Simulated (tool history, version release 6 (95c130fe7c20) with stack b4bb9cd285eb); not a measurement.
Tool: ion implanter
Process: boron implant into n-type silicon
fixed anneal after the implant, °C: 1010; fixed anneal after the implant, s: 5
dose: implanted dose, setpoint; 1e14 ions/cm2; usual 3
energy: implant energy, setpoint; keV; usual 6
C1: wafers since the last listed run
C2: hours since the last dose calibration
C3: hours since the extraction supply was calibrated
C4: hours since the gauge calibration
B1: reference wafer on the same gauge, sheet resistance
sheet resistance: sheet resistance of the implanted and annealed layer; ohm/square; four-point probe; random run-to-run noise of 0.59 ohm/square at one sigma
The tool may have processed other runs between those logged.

Run 1, hour 0: usual settings; C1 0; C2 1351.8; C3 5410.6; C4 519.1; B1 408.3. Result: sheet resistance 397.53 ohm/square.
Run 2, hour 106: usual settings; C1 3011; C2 1457.8; C3 5516.6; C4 625.1; B1 407.95. Result: sheet resistance 395.9 ohm/square.
Run 3, hour 171: usual settings; C1 1846; C2 1522.8; C3 5581.6; C4 690.1; B1 408.1. Result: sheet resistance 398.27 ohm/square.
Run 4, hour 228.8: usual settings; C1 1641; C2 1580.6; C3 5639.4; C4 747.9; B1 408.19. Result: sheet resistance 398.37 ohm/square.
Run 5, hour 333: usual settings; C1 2960; C2 1684.8; C3 5743.6; C4 852.1; B1 407.87. Result: sheet resistance 397.91 ohm/square.
Run 6, hour 416.1: usual settings; C1 2360; C2 1767.9; C3 5826.7; C4 935.2; B1 407.96. Result: sheet resistance 398.24 ohm/square.
Run 7, hour 469: usual settings; C1 1502; C2 1820.8; C3 5879.6; C4 988.1; B1 408.16. Result: sheet resistance 398.92 ohm/square.
Run 8, hour 506.8: usual settings but dose 3.25 1e14 ions/cm2; C1 1073; C2 1858.6; C3 5917.4; C4 1025.9; B1 407.91. Result: sheet resistance 371.36 ohm/square.
Run 9, hour 587.6: usual settings; C1 2295; C2 1939.4; C3 5998.2; C4 1106.7; B1 408.09. Result: sheet resistance 399.32 ohm/square.
Run 10, hour 651.7: usual settings but energy 4.5 keV; C1 1820; C2 2003.5; C3 6062.3; C4 1170.8; B1 407.81. Result: sheet resistance 411.64 ohm/square.
Run 11, hour 739: usual settings but energy 4.5 keV; C1 2480; C2 2090.8; C3 6149.6; C4 1258.1; B1 407.98. Result: sheet resistance 412.24 ohm/square.
Run 12, hour 788.8: usual settings but energy 4.5 keV; C1 1414; C2 2140.6; C3 6199.4; C4 1307.9; B1 407.97. Result: sheet resistance 411.66 ohm/square.
Run 13, hour 859.6: usual settings but energy 7 keV; C1 2011; C2 2211.4; C3 6270.2; C4 1378.7; B1 408.08. Result: sheet resistance 392.31 ohm/square.
At hour 879.6: gauge calibrated.
Run 14, hour 933.9: usual settings; C1 2110; C2 2285.7; C3 6344.5; C4 54.3; B1 408.26. Result: sheet resistance 399.02 ohm/square.
Run 15, hour 995.3: usual settings; C1 1744; C2 2347.1; C3 6405.9; C4 115.7; B1 408. Result: sheet resistance 400.74 ohm/square.
At hour 1028.5: Faraday cup replaced and dose calibrated.
Run 16, hour 1043: usual settings; C1 1127; C2 14.5; C3 6453.6; C4 163.4; B1 408.03. Result: sheet resistance 390.33 ohm/square.
Run 17, hour 1132.8: usual settings; C1 2551; C2 104.3; C3 6543.4; C4 253.2; B1 408.18. Result: sheet resistance 390.16 ohm/square.
Run 18, hour 1184: usual settings but energy 6.5 keV; C1 1454; C2 155.5; C3 6594.6; C4 304.4; B1 408.06. Result: sheet resistance 388.17 ohm/square.
Run 19, hour 1315.5: usual settings but dose 3.38 1e14 ions/cm2, energy 4 keV; C1 3735; C2 287; C3 6726.1; C4 435.9; B1 408.06. Result: sheet resistance 372.57 ohm/square.
Run 20, hour 1409.7: usual settings but energy 4.5 keV; C1 2676; C2 381.2; C3 6820.3; C4 530.1; B1 407.76. Result: sheet resistance 404.39 ohm/square.
Run 21, hour 1517: usual settings but dose 3.58 1e14 ions/cm2, energy 5 keV; C1 3048; C2 488.5; C3 6927.6; C4 637.4; B1 408.02. Result: sheet resistance 346.45 ohm/square.
Run 22, hour 1618.5: usual settings but dose 3.56 1e14 ions/cm2, energy 7 keV; C1 2883; C2 590; C3 7029.1; C4 738.9; B1 408.19. Result: sheet resistance 331.72 ohm/square.
At hour 1670.6: extraction supply calibrated.
Run 23, hour 1697.2: usual settings; C1 2008; C2 668.7; C3 26.6; C4 817.6; B1 407.97. Result: sheet resistance 393.06 ohm/square.
Run 24, hour 1787.8: usual settings but dose 3.89 1e14 ions/cm2, energy 4.5 keV; C1 2573; C2 759.3; C3 117.2; C4 908.2; B1 407.92. Result: sheet resistance 330.42 ohm/square.
Run 25, hour 1878.4: usual settings but dose 3.35 1e14 ions/cm2, energy 7.5 keV; C1 2573; C2 849.9; C3 207.8; C4 998.8; B1 408. Result: sheet resistance 348.57 ohm/square.
Run 26, hour 1943.5: usual settings but dose 3.7 1e14 ions/cm2, energy 7.5 keV; C1 1849; C2 915; C3 272.9; C4 1063.9; B1 408.17. Result: sheet resistance 318.92 ohm/square.
Run 27, hour 2000.6: usual settings but dose 2.12 1e14 ions/cm2; C1 1622; C2 972.1; C3 330; C4 1121; B1 408.1. Result: sheet resistance 525.63 ohm/square.
Run 28, hour 2062.5: usual settings; C1 1758; C2 1034; C3 391.9; C4 1182.9; B1 408.17. Result: sheet resistance 394.13 ohm/square.
Run 29, hour 2111.5: usual settings but energy 4 keV; C1 1391; C2 1083; C3 440.9; C4 1231.9; B1 407.88. Result: sheet resistance 412.59 ohm/square.

Hidden condition of the tool, last listed run before each entry between runs versus first listed run after:
Runs 13 to 14: gauge calibrated (hour 879.6)
  deviation of the true dose from the Faraday cup's reading, %: -2.36 -> -2.43
  difference, measured minus the result without the unlogged condition, sheet resistance: +7.98 -> +8.29 ohm/square
Runs 15 to 16: Faraday cup replaced and dose calibrated (hour 1028.5)
  deviation of the true dose from the Faraday cup's reading, %: -2.48 -> 0.125
  difference, measured minus the result without the unlogged condition, sheet resistance: +8.51 -> -0.42 ohm/square
Runs 22 to 23: extraction supply calibrated (hour 1670.6)
  deviation of the true dose from the Faraday cup's reading, %: -0.386 -> -0.456
  difference, measured minus the result without the unlogged condition, sheet resistance: +1.12 -> +1.54 ohm/square
